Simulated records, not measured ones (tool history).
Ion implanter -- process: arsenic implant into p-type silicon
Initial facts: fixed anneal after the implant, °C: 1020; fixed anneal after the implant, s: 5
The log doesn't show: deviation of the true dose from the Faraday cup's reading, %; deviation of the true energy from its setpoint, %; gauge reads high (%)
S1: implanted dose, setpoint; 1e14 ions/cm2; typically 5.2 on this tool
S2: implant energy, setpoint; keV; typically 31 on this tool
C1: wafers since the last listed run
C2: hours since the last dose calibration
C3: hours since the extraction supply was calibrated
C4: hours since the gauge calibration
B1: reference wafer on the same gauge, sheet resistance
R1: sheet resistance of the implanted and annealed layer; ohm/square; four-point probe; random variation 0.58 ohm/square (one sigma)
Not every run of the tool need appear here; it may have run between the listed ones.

| run | hour | S1 | S2 | C1 | C2 | C3 | C4 | B1 | R1 |
|---|---|---|---|---|---|---|---|---|---|
| 1 | 0 | 5.2 | 31 | 0 | 1098.8 | 3294.6 | 823.9 | 153.13 | 184.28 |
| 2 | 54 | 5.2 | 31 | 763 | 1152.8 | 3348.6 | 877.9 | 153.1 | 183.14 |
|  | 348.8 | Faraday cup replaced and dose calibrated |
| 3 | 361.1 | 5.2 | 31 | 4226 | 12.3 | 3655.7 | 1185 | 153.1 | 183.02 |
| 4 | 446 | 4.17 | 31 | 1199 | 97.2 | 3740.6 | 1269.9 | 152.98 | 216.64 |
| 5 | 544.7 | 4.17 | 31 | 1394 | 195.9 | 3839.3 | 1368.6 | 152.96 | 215.04 |
| 6 | 603.4 | 5.58 | 31 | 829 | 254.6 | 3898 | 1427.3 | 153.23 | 174.05 |
| 7 | 681.5 | 5.58 | 31 | 1103 | 332.7 | 3976.1 | 1505.4 | 152.99 | 174.53 |
| 8 | 733.1 | 5.2 | 31 | 729 | 384.3 | 4027.7 | 1557 | 153.21 | 182.89 |
|  | 799.9 | extraction supply calibrated |
| 9 | 822 | 5.2 | 31 | 1143 | 473.2 | 22.1 | 1645.9 | 152.82 | 182.06 |
| 10 | 903.3 | 5.2 | 31 | 1148 | 554.5 | 103.4 | 1727.2 | 153.02 | 183.33 |
| 11 | 1003.7 | 5.2 | 31 | 1418 | 654.9 | 203.8 | 1827.6 | 153 | 182.54 |
| 12 | 1071.4 | 5.2 | 31 | 956 | 722.6 | 271.5 | 1895.3 | 153.2 | 183.98 |
| 13 | 1117.4 | 5.2 | 31 | 650 | 768.6 | 317.5 | 1941.3 | 153.04 | 182.37 |
| 14 | 1188.9 | 5.2 | 31 | 1010 | 840.1 | 389 | 2012.8 | 153.26 | 183.69 |
|  | 1229.1 | gauge calibrated |
| 15 | 1266.6 | 5.2 | 31 | 1098 | 917.8 | 466.7 | 37.5 | 152.98 | 183.28 |
| 16 | 1337.8 | 5.2 | 35 | 1006 | 989 | 537.9 | 108.7 | 152.88 | 179.62 |
| 17 | 1388 | 6.05 | 39.5 | 709 | 1039.2 | 588.1 | 158.9 | 153.12 | 156.99 |
| 18 | 1457.4 | 3.71 | 35 | 980 | 1108.6 | 657.5 | 228.3 | 152.89 | 230.47 |
|  | 1502.7 | Faraday cup replaced and dose calibrated |
| 19 | 1503.2 | 5.91 | 31 | 534 | 0.5 | 703.3 | 274.1 | 153.06 | 167.2 |
| 20 | 1783.9 | 4.66 | 31 | 3966 | 281.2 | 984 | 554.8 | 152.83 | 197.91 |
| 21 | 1833.4 | 6.36 | 26 | 699 | 330.7 | 1033.5 | 604.3 | 152.97 | 163.06 |
| 22 | 1911.2 | 5.2 | 28 | 1099 | 408.5 | 1111.3 | 682.1 | 153.24 | 186.62 |
| 23 | 1965.8 | 3.71 | 40 | 771 | 463.1 | 1165.9 | 736.7 | 152.92 | 226.79 |
| 24 | 2049.3 | 6.63 | 38.5 | 1179 | 546.6 | 1249.4 | 820.2 | 153.06 | 148.83 |

Below are 5 alternative next runs, each starting from the tool's condition after run 24. Predict each:
| A | 2049.7 | 5.2 | 31 | 5 | 547 | 1249.8 | 820.6 | ? | ? |
| B | 2049.7 | 3.77 | 20.5 | 5 | 547 | 1249.8 | 820.6 | ? | ? |
| C | 2049.7 | 4.03 | 35 | 5 | 547 | 1249.8 | 820.6 | ? | ? |
| D | 2049.7 | 6.68 | 37 | 5 | 547 | 1249.8 | 820.6 | ? | ? |
| E | 2049.7 | 5.2 | 22 | 5 | 547 | 1249.8 | 820.6 | ? | ? |

| run | B1 | R1 |
|---|---|---|
| A | 152.96 | 183.34 |
| B | 152.96 | 246.07 |
| C | 152.96 | 217.01 |
| D | 152.96 | 147.98 |
| E | 152.96 | 193.7 |
Stripped of hidden state, with their random variation kept, the same runs would have yielded:
| run | R1 |
|---|---|
| A | 183.34 |
| B | 246.07 |
| C | 217.01 |
| D | 147.98 |
| E | 193.7 |
